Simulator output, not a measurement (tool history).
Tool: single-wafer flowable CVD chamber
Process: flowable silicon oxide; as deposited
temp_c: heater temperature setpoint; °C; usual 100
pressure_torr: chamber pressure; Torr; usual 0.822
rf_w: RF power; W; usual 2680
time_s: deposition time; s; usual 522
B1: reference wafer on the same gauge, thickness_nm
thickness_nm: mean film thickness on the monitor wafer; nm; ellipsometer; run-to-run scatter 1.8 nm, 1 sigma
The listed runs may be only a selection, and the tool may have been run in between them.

{"run": 1, "hour": 0.0, "temp_c": 100, "pressure_torr": 0.822, "rf_w": 2680, "time_s": 522, "B1": 394.473, "thickness_nm": 365.474}
{"run": 2, "hour": 48.4, "temp_c": 100, "pressure_torr": 0.822, "rf_w": 2680, "time_s": 471, "B1": 395.321, "thickness_nm": 330.489}
{"run": 3, "hour": 129.5, "temp_c": 100, "pressure_torr": 0.822, "rf_w": 2680, "time_s": 471, "B1": 394.668, "thickness_nm": 331.005}
{"run": 4, "hour": 235.8, "temp_c": 100, "pressure_torr": 0.822, "rf_w": 2430, "time_s": 522, "B1": 395.357, "thickness_nm": 363.106}
{"hour": 319.8, "done": "RF generator calibrated"}
{"run": 5, "hour": 320.3, "temp_c": 100, "pressure_torr": 0.822, "rf_w": 2430, "time_s": 522, "B1": 394.316, "thickness_nm": 368.494}
{"run": 6, "hour": 369.4, "temp_c": 100, "pressure_torr": 0.822, "rf_w": 2680, "time_s": 522, "B1": 395.276, "thickness_nm": 370.977}
{"run": 7, "hour": 438.3, "temp_c": 89, "pressure_torr": 0.892, "rf_w": 2485, "time_s": 618, "B1": 395.404, "thickness_nm": 638.851}
{"run": 8, "hour": 482.8, "temp_c": 100, "pressure_torr": 0.716, "rf_w": 2680, "time_s": 522, "B1": 395.484, "thickness_nm": 331.342}
{"hour": 508.4, "done": "thermocouple changed; heater temperature recalibrated"}
{"hour": 551.7, "done": "gauge calibrated"}
{"run": 9, "hour": 556.4, "temp_c": 100, "pressure_torr": 0.822, "rf_w": 2680, "time_s": 522, "B1": 395.906, "thickness_nm": 351.714}
{"run": 10, "hour": 640.4, "temp_c": 100, "pressure_torr": 0.822, "rf_w": 2680, "time_s": 522, "B1": 395.28, "thickness_nm": 353.322}
{"run": 11, "hour": 767.5, "temp_c": 110, "pressure_torr": 1.026, "rf_w": 2680, "time_s": 522, "B1": 395.156, "thickness_nm": 316.987}
{"run": 12, "hour": 816.5, "temp_c": 111, "pressure_torr": 0.961, "rf_w": 2235, "time_s": 549, "B1": 395.391, "thickness_nm": 298.497}
{"run": 13, "hour": 912.1, "temp_c": 100, "pressure_torr": 0.822, "rf_w": 2680, "time_s": 522, "B1": 394.797, "thickness_nm": 358.861}
{"run": 14, "hour": 1006.6, "temp_c": 100, "pressure_torr": 0.822, "rf_w": 2945, "time_s": 522, "B1": 394.568, "thickness_nm": 362.284}
{"run": 15, "hour": 1081.1, "temp_c": 111, "pressure_torr": 0.641, "rf_w": 2165, "time_s": 492, "B1": 394.63, "thickness_nm": 197.173}
{"run": 16, "hour": 1138.4, "temp_c": 111, "pressure_torr": 0.641, "rf_w": 2165, "time_s": 492, "B1": 394.504, "thickness_nm": 197.696}
{"run": 17, "hour": 1207.4, "temp_c": 88, "pressure_torr": 0.676, "rf_w": 2945, "time_s": 459, "B1": 395.083, "thickness_nm": 395.718}
{"run": 18, "hour": 1249.4, "temp_c": 100, "pressure_torr": 0.822, "rf_w": 3115, "time_s": 583, "B1": 394.035, "thickness_nm": 414.283}
{"run": 19, "hour": 1293.4, "temp_c": 100, "pressure_torr": 0.822, "rf_w": 2875, "time_s": 522, "B1": 394.901, "thickness_nm": 368.966}
{"run": 20, "hour": 1367.4, "temp_c": 106, "pressure_torr": 0.822, "rf_w": 2680, "time_s": 426, "B1": 394.507, "thickness_nm": 250.257}
{"run": 21, "hour": 1447.3, "temp_c": 100, "pressure_torr": 0.996, "rf_w": 2680, "time_s": 522, "B1": 394.597, "thickness_nm": 428.297}
{"run": 22, "hour": 1504.0, "temp_c": 112, "pressure_torr": 0.822, "rf_w": 2400, "time_s": 522, "B1": 394.196, "thickness_nm": 255.6}
{"run": 23, "hour": 1554.4, "temp_c": 100, "pressure_torr": 0.716, "rf_w": 2680, "time_s": 522, "B1": 394.359, "thickness_nm": 329.854}
{"run": 24, "hour": 1605.9, "temp_c": 100, "pressure_torr": 0.822, "rf_w": 2945, "time_s": 522, "B1": 395.475, "thickness_nm": 376.853}
{"run": 25, "hour": 1672.2, "temp_c": 111, "pressure_torr": 0.64, "rf_w": 2680, "time_s": 522, "B1": 394.866, "thickness_nm": 221.621}
{"run": 26, "hour": 1728.3, "temp_c": 100, "pressure_torr": 0.822, "rf_w": 2680, "time_s": 522, "B1": 395.158, "thickness_nm": 367.011}
{"run": 27, "hour": 1806.4, "temp_c": 100, "pressure_torr": 0.822, "rf_w": 2680, "time_s": 436, "B1": 395.065, "thickness_nm": 309.173}

Subtracting, for every run, the result it would have given without the tool's unlogged condition from the measured result gives the following. The same run-to-run variation enters both numbers; the gauge's scatter may not:
What the log doesn't record here: wafer temperature above the value expected at the setpoint (K); delivered RF power above the setpoint (%); true pressure above the setpoint (%); gauge reads high (%).
run=1 thickness_nm=+25.085
run=2 thickness_nm=+23.445
run=3 thickness_nm=+24.666
run=4 thickness_nm=+28.583
run=5 thickness_nm=+30.106
run=6 thickness_nm=+30.903
run=7 thickness_nm=+51.477
run=8 thickness_nm=+29.015
run=9 thickness_nm=+11.274
run=10 thickness_nm=+13.724
run=11 thickness_nm=+14.628
run=12 thickness_nm=+14.693
run=13 thickness_nm=+20.327
run=14 thickness_nm=+22.351
run=15 thickness_nm=+13.376
run=16 thickness_nm=+13.931
run=17 thickness_nm=+27.598
run=18 thickness_nm=+30.046
run=19 thickness_nm=+27.378
run=20 thickness_nm=+19.457
run=21 thickness_nm=+33.123
run=22 thickness_nm=+20.645
run=23 thickness_nm=+27.724
run=24 thickness_nm=+31.691
run=25 thickness_nm=+19.628
run=26 thickness_nm=+31.988
run=27 thickness_nm=+27.491
